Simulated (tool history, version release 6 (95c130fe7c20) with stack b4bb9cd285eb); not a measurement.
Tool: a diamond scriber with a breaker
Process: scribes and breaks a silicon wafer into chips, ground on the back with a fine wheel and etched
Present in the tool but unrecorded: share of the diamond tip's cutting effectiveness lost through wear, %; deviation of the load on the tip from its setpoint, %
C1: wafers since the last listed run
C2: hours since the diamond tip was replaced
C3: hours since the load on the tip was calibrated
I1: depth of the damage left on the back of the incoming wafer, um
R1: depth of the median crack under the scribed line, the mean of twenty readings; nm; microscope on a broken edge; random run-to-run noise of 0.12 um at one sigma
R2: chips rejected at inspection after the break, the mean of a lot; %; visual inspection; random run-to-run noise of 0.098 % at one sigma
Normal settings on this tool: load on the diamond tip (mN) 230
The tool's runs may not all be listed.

run 1 hour=0 | load_on_the_diamond_tip_(mN)=230 | C1=0 C2=201.4 C3=491.2 | I1=0.61 | R1=11150 R2=1.65
run 2 hour=29.5 | load_on_the_diamond_tip_(mN)=230 | C1=130 C2=230.9 C3=520.7 | I1=0.46 | R1=10980 R2=1.55
run 3 hour=47.7 | load_on_the_diamond_tip_(mN)=272 | C1=80 C2=249.1 C3=538.9 | I1=0.72 | R1=12100 R2=3.55
run 4 hour=65.7 | load_on_the_diamond_tip_(mN)=272 | C1=79 C2=267.1 C3=556.9 | I1=0.79 | R1=11880 R2=4.04
run 5 hour=79.6 | load_on_the_diamond_tip_(mN)=272 | C1=61 C2=281 C3=570.8 | I1=0.32 | R1=12070 R2=3.36
run 6 hour=129.9 | load_on_the_diamond_tip_(mN)=271 | C1=222 C2=331.3 C3=621.1 | I1=0.77 | R1=12160 R2=3.18
run 7 hour=160.4 | load_on_the_diamond_tip_(mN)=271 | C1=135 C2=361.8 C3=651.6 | I1=0.79 | R1=12100 R2=3.34
run 8 hour=189.7 | load_on_the_diamond_tip_(mN)=192 | C1=129 C2=391.1 C3=680.9 | I1=0.31 | R1=9890 R2=3.57
run 9 hour=208.1 | load_on_the_diamond_tip_(mN)=192 | C1=81 C2=409.5 C3=699.3 | I1=0.64 | R1=9890 R2=3.82
run 10 hour=234.2 | load_on_the_diamond_tip_(mN)=230 | C1=115 C2=435.6 C3=725.4 | I1=0.39 | R1=11170 R2=1.78
run 11 hour=259 | load_on_the_diamond_tip_(mN)=230 | C1=109 C2=460.4 C3=750.2 | I1=0.5 | R1=10990 R2=1.76
run 12 hour=302.7 | load_on_the_diamond_tip_(mN)=230 | C1=193 C2=504.1 C3=793.9 | I1=0.68 | R1=11150 R2=1.92
run 13 hour=317.1 | load_on_the_diamond_tip_(mN)=181 | C1=63 C2=518.5 C3=808.3 | I1=0.51 | R1=9620 R2=5.73
run 14 hour=347.6 | load_on_the_diamond_tip_(mN)=181 | C1=135 C2=549 C3=838.8 | I1=0.73 | R1=9500 R2=4.91
run 15 hour=366.6 | load_on_the_diamond_tip_(mN)=181 | C1=84 C2=568 C3=857.8 | I1=0.6 | R1=9590 R2=4.92
run 16 hour=382.2 | load_on_the_diamond_tip_(mN)=262 | C1=69 C2=583.6 C3=873.4 | I1=0.78 | R1=11960 R2=3.03
run 17 hour=398.1 | load_on_the_diamond_tip_(mN)=230 | C1=70 C2=599.5 C3=889.3 | I1=0.47 | R1=10940 R2=1.55
run 18 hour=416.3 | load_on_the_diamond_tip_(mN)=288 | C1=80 C2=617.7 C3=907.5 | I1=0.47 | R1=12590 R2=5.16
run 19 hour=448.5 | load_on_the_diamond_tip_(mN)=250 | C1=142 C2=649.9 C3=939.7 | I1=0.56 | R1=11510 R2=1.84
run 20 hour=476.9 | load_on_the_diamond_tip_(mN)=249 | C1=125 C2=678.3 C3=968.1 | I1=0.8 | R1=11370 R2=2.17
run 21 hour=501.2 | load_on_the_diamond_tip_(mN)=180 | C1=107 C2=702.6 C3=992.4 | I1=0.75 | R1=9490 R2=5.05
run 22 hour=517.8 | load_on_the_diamond_tip_(mN)=176 | C1=73 C2=719.2 C3=1009 | I1=0.56 | R1=9510 R2=6.54
-- hour=530.2 diamond tip replaced by a new one
run 23 hour=531.7 | load_on_the_diamond_tip_(mN)=164 | C1=52 C2=1.5 C3=1022.9 | I1=0.53 | R1=8840 R2=8.08
-- hour=554 load on the tip recalibrated
run 24 hour=566.9 | load_on_the_diamond_tip_(mN)=263 | C1=147 C2=36.7 C3=12.9 | I1=0.4 | R1=11850 R2=2.64
run 25 hour=593.1 | load_on_the_diamond_tip_(mN)=230 | C1=116 C2=62.9 C3=39.1 | I1=0.42 | R1=11010 R2=1.68
run 26 hour=618.2 | load_on_the_diamond_tip_(mN)=187 | C1=111 C2=88 C3=64.2 | I1=0.39 | R1=9700 R2=4.57
run 27 hour=653.8 | load_on_the_diamond_tip_(mN)=169 | C1=157 C2=123.6 C3=99.8 | I1=0.43 | R1=9090 R2=7.4
run 28 hour=667.6 | load_on_the_diamond_tip_(mN)=230 | C1=61 C2=137.4 C3=113.6 | I1=0.65 | R1=11010 R2=1.58
run 29 hour=684.2 | load_on_the_diamond_tip_(mN)=255 | C1=73 C2=154 C3=130.2 | I1=0.64 | R1=11550 R2=2.31
run 30 hour=705.2 | load_on_the_diamond_tip_(mN)=183 | C1=93 C2=175 C3=151.2 | I1=0.53 | R1=9610 R2=4.82
run 31 hour=740.5 | load_on_the_diamond_tip_(mN)=284 | C1=156 C2=210.3 C3=186.5 | I1=0.62 | R1=12530 R2=4.34

Entry by entry between the runs, the difference in hidden state between the last listed run before and the first listed run after:
Runs 22 to 23: diamond tip replaced by a new one (hour 530.2)
  the hidden state is the same at both runs
Runs 23 to 24: load on the tip recalibrated (hour 554)
  the hidden state is the same at both runs

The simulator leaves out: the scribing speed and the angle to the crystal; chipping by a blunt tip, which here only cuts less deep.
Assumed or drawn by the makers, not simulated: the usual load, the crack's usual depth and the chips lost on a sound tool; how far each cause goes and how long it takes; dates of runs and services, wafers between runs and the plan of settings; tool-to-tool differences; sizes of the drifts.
